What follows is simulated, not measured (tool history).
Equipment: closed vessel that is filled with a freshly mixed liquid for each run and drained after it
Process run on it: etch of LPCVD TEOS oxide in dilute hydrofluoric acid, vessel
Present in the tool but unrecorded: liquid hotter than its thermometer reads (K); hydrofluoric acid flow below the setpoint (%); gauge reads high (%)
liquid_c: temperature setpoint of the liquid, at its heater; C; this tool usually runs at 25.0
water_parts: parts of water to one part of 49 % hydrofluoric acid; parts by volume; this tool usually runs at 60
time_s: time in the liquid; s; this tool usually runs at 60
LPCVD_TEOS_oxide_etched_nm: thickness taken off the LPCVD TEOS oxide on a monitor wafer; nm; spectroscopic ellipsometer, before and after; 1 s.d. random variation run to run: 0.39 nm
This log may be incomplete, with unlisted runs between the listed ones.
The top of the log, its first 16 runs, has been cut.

| run | hour | liquid_c | water_parts | time_s | wafers since the last listed run | hours since the thermometer was replaced | hours since the hydrofluoric acid flow meter was replaced | hours since the gauge calibration | read-back film thickness of the LPCVD TEOS oxide reference wafer, read on the same gauge (nm) | LPCVD_TEOS_oxide_etched_nm |
|---|---|---|---|---|---|---|---|---|---|---|
|  | 372.2 | hydrofluoric acid flow meter replaced |
| 17 | 379.9 | 28.0 | 90 | 85 | 1259 | 2415.2 | 7.7 | 103.5 | 150.01 | 69.13 |
| 18 | 400.7 | 25.0 | 60 | 35 | 2096 | 2436.0 | 28.5 | 124.3 | 150.03 | 39.95 |
|  | 416.7 | thermometer replaced |
| 19 | 427.2 | 25.0 | 75 | 60 | 2569 | 10.5 | 55.0 | 150.8 | 150.02 | 53.45 |
| 20 | 462.8 | 21.5 | 60 | 60 | 3587 | 46.1 | 90.6 | 186.4 | 150.01 | 58.97 |
| 21 | 487.2 | 22.5 | 60 | 60 | 2458 | 70.5 | 115.0 | 210.8 | 149.97 | 61.63 |
| 22 | 517.7 | 25.0 | 60 | 60 | 3073 | 101.0 | 145.5 | 241.3 | 150.02 | 67.71 |
| 23 | 539.4 | 22.5 | 60 | 95 | 2186 | 122.7 | 167.2 | 263.0 | 149.96 | 96.92 |
| 24 | 562.5 | 27.5 | 70 | 90 | 2327 | 145.8 | 190.3 | 286.1 | 150.01 | 95.48 |
| 25 | 591.1 | 25.0 | 60 | 75 | 2882 | 174.4 | 218.9 | 314.7 | 150.03 | 85.74 |
| 26 | 606.0 | 21.5 | 75 | 60 | 1501 | 189.3 | 233.8 | 329.6 | 150.01 | 46.35 |
| 27 | 631.6 | 25.0 | 60 | 60 | 2579 | 214.9 | 259.4 | 355.2 | 149.95 | 67.50 |
| 28 | 664.4 | 27.0 | 60 | 60 | 3305 | 247.7 | 292.2 | 388.0 | 150.01 | 73.73 |
| 29 | 699.4 | 21.0 | 50 | 35 | 3527 | 282.7 | 327.2 | 423.0 | 150.04 | 40.88 |
| 30 | 724.5 | 30.0 | 60 | 60 | 2529 | 307.8 | 352.3 | 448.1 | 150.02 | 83.03 |
| 31 | 753.7 | 25.0 | 60 | 60 | 2942 | 337.0 | 381.5 | 477.3 | 150.01 | 68.10 |
| 32 | 770.5 | 25.0 | 60 | 75 | 1693 | 353.8 | 398.3 | 494.1 | 149.99 | 85.27 |

Run 33 has not been measured yet. What should we expect?
| 33 | 787.5 | 30.0 | 60 | 80 | 1713 | 370.8 | 415.3 | 511.1 | ? | ? |

{"run 33": {"read-back film thickness of the LPCVD TEOS oxide reference wafer, read on the same gauge (nm)": 149.98, "LPCVD_TEOS_oxide_etched_nm": 109.95}}
If the tool had no hidden condition, the same run with the same run-to-run variation would have returned LPCVD_TEOS_oxide_etched_nm 109.95 nm.
